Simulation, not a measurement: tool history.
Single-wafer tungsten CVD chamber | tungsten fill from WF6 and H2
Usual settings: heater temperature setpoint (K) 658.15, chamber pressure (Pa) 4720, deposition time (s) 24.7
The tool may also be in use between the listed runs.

| run | hour | heater temperature setpoint (K) | chamber pressure (Pa) | deposition time (s) | wafers since the last listed run | hours since the last thermocouple change | hours since the last manometer calibration | hours since the showerhead was replaced | hours since the gauge calibration | read-back reference wafer on the same gauge, thickness_nm | mean film thickness on the monitor wafer (nm) |
|---|---|---|---|---|---|---|---|---|---|---|---|
| 1 | 0.0 | 658.15 | 4720 | 24.7 | 0 | 2161.4 | 2345.5 | 2777.0 | 22.2 | 43.215 | 53.563 |
| 2 | 53.7 | 658.15 | 4720 | 24.7 | 1560 | 2215.1 | 2399.2 | 2830.7 | 75.9 | 43.237 | 53.370 |
| 3 | 67.7 | 658.15 | 4720 | 24.7 | 406 | 2229.1 | 2413.2 | 2844.7 | 89.9 | 43.202 | 53.495 |
| 4 | 78.3 | 658.15 | 4720 | 24.7 | 308 | 2239.7 | 2423.8 | 2855.3 | 100.5 | 43.209 | 53.467 |
| 5 | 92.5 | 658.15 | 5253 | 24.7 | 412 | 2253.9 | 2438.0 | 2869.5 | 114.7 | 43.191 | 56.065 |
| 6 | 105.1 | 658.15 | 5253 | 24.7 | 366 | 2266.5 | 2450.6 | 2882.1 | 127.3 | 43.200 | 55.886 |
| 7 | 123.0 | 658.15 | 4720 | 24.7 | 520 | 2284.4 | 2468.5 | 2900.0 | 145.2 | 43.193 | 53.541 |
| 8 | 131.3 | 658.15 | 4720 | 24.7 | 241 | 2292.7 | 2476.8 | 2908.3 | 153.5 | 43.193 | 53.299 |
| 9 | 184.8 | 658.15 | 4720 | 24.7 | 1554 | 2346.2 | 2530.3 | 2961.8 | 207.0 | 43.180 | 53.433 |
| 10 | 195.0 | 658.15 | 4720 | 24.7 | 296 | 2356.4 | 2540.5 | 2972.0 | 217.2 | 43.212 | 53.561 |
| 11 | 208.6 | 658.15 | 4720 | 24.7 | 395 | 2370.0 | 2554.1 | 2985.6 | 230.8 | 43.209 | 53.405 |
| 12 | 218.9 | 658.15 | 4720 | 23.4 | 299 | 2380.3 | 2564.4 | 2995.9 | 241.1 | 43.196 | 50.555 |
| 13 | 229.0 | 658.15 | 4720 | 23.4 | 293 | 2390.4 | 2574.5 | 3006.0 | 251.2 | 43.205 | 50.603 |
|  | 235.5 | gauge calibrated |
| 14 | 236.5 | 658.15 | 4720 | 24.7 | 217 | 2397.9 | 2582.0 | 3013.5 | 1.0 | 43.179 | 53.475 |
| 15 | 242.7 | 658.15 | 4720 | 24.7 | 180 | 2404.1 | 2588.2 | 3019.7 | 7.2 | 43.218 | 53.580 |
| 16 | 260.5 | 658.15 | 4720 | 21.9 | 517 | 2421.9 | 2606.0 | 3037.5 | 25.0 | 43.195 | 47.433 |
| 17 | 273.9 | 658.15 | 4720 | 24.7 | 389 | 2435.3 | 2619.4 | 3050.9 | 38.4 | 43.223 | 53.450 |
| 18 | 289.2 | 649.15 | 4226 | 29.3 | 444 | 2450.6 | 2634.7 | 3066.2 | 53.7 | 43.202 | 49.144 |
| 19 | 298.2 | 658.15 | 4333 | 24.7 | 261 | 2459.6 | 2643.7 | 3075.2 | 62.7 | 43.216 | 51.783 |
|  | 309.3 | showerhead replaced |
| 20 | 309.8 | 645.15 | 5533 | 29.0 | 104 | 2471.2 | 2655.3 | 0.5 | 74.3 | 43.182 | 49.298 |
|  | 319.0 | capacitance manometer re-zeroed and calibrated |
| 21 | 319.5 | 651.15 | 4720 | 24.7 | 49 | 2480.9 | 0.5 | 10.2 | 84.0 | 43.226 | 44.249 |
|  | 332.2 | thermocouple changed; heater temperature recalibrated |
| 22 | 332.7 | 646.15 | 5840 | 24.7 | 151 | 0.5 | 13.7 | 23.4 | 97.2 | 43.202 | 44.592 |
| 23 | 338.5 | 650.15 | 4266 | 26.1 | 168 | 6.3 | 19.5 | 29.2 | 103.0 | 43.216 | 45.620 |
| 24 | 350.7 | 658.15 | 4720 | 24.7 | 354 | 18.5 | 31.7 | 41.4 | 115.2 | 43.208 | 53.957 |
| 25 | 367.7 | 658.15 | 4720 | 24.7 | 494 | 35.5 | 48.7 | 58.4 | 132.2 | 43.174 | 53.863 |
| 26 | 384.3 | 658.15 | 4720 | 24.7 | 482 | 52.1 | 65.3 | 75.0 | 148.8 | 43.198 | 54.007 |
| 27 | 398.4 | 658.15 | 4720 | 24.7 | 409 | 66.2 | 79.4 | 89.1 | 162.9 | 43.203 | 54.013 |
| 28 | 409.6 | 658.15 | 4720 | 24.7 | 325 | 77.4 | 90.6 | 100.3 | 174.1 | 43.203 | 53.908 |
| 29 | 422.9 | 665.15 | 4720 | 24.7 | 386 | 90.7 | 103.9 | 113.6 | 187.4 | 43.187 | 63.268 |
| 30 | 432.8 | 658.15 | 4720 | 28.9 | 287 | 100.6 | 113.8 | 123.5 | 197.3 | 43.179 | 63.324 |
| 31 | 439.8 | 649.15 | 4720 | 26.7 | 203 | 107.6 | 120.8 | 130.5 | 204.3 | 43.204 | 47.221 |
| 32 | 452.9 | 666.15 | 4720 | 28.4 | 380 | 120.7 | 133.9 | 143.6 | 217.4 | 43.187 | 73.947 |
| 33 | 466.1 | 649.15 | 4400 | 24.7 | 383 | 133.9 | 147.1 | 156.8 | 230.6 | 43.198 | 42.619 |

How the hidden state differs across the entries between the runs, from the last listed run before each to the first after it:
Between runs 13 and 14: gauge calibrated (hour 235.5)
  wafer temperature above the value expected at the setpoint (K): -1.46 -> -1.47; true pressure above the setpoint (%): 6.95 -> 6.97
  measured less the result without the state, mean film thickness on the monitor wafer (nm): -0.308 -> -0.328
Between runs 19 and 20: showerhead replaced (hour 309.3)
  true pressure above the setpoint (%): 7.14 -> 7.17
  measured less the result without the state, mean film thickness on the monitor wafer (nm): -0.318 -> -0.456
Between runs 20 and 21: capacitance manometer re-zeroed and calibrated (hour 319.0)
  wafer temperature above the value expected at the setpoint (K): -1.51 -> -1.52; true pressure above the setpoint (%): 7.17 -> 0.253
  measured less the result without the state, mean film thickness on the monitor wafer (nm): -0.456 -> -1.565
Between runs 21 and 22: thermocouple changed; heater temperature recalibrated (hour 332.2)
  wafer temperature above the value expected at the setpoint (K): -1.52 -> 0.0998; true pressure above the setpoint (%): 0.253 -> 0.289
  measured less the result without the state, mean film thickness on the monitor wafer (nm): -1.565 -> +0.158
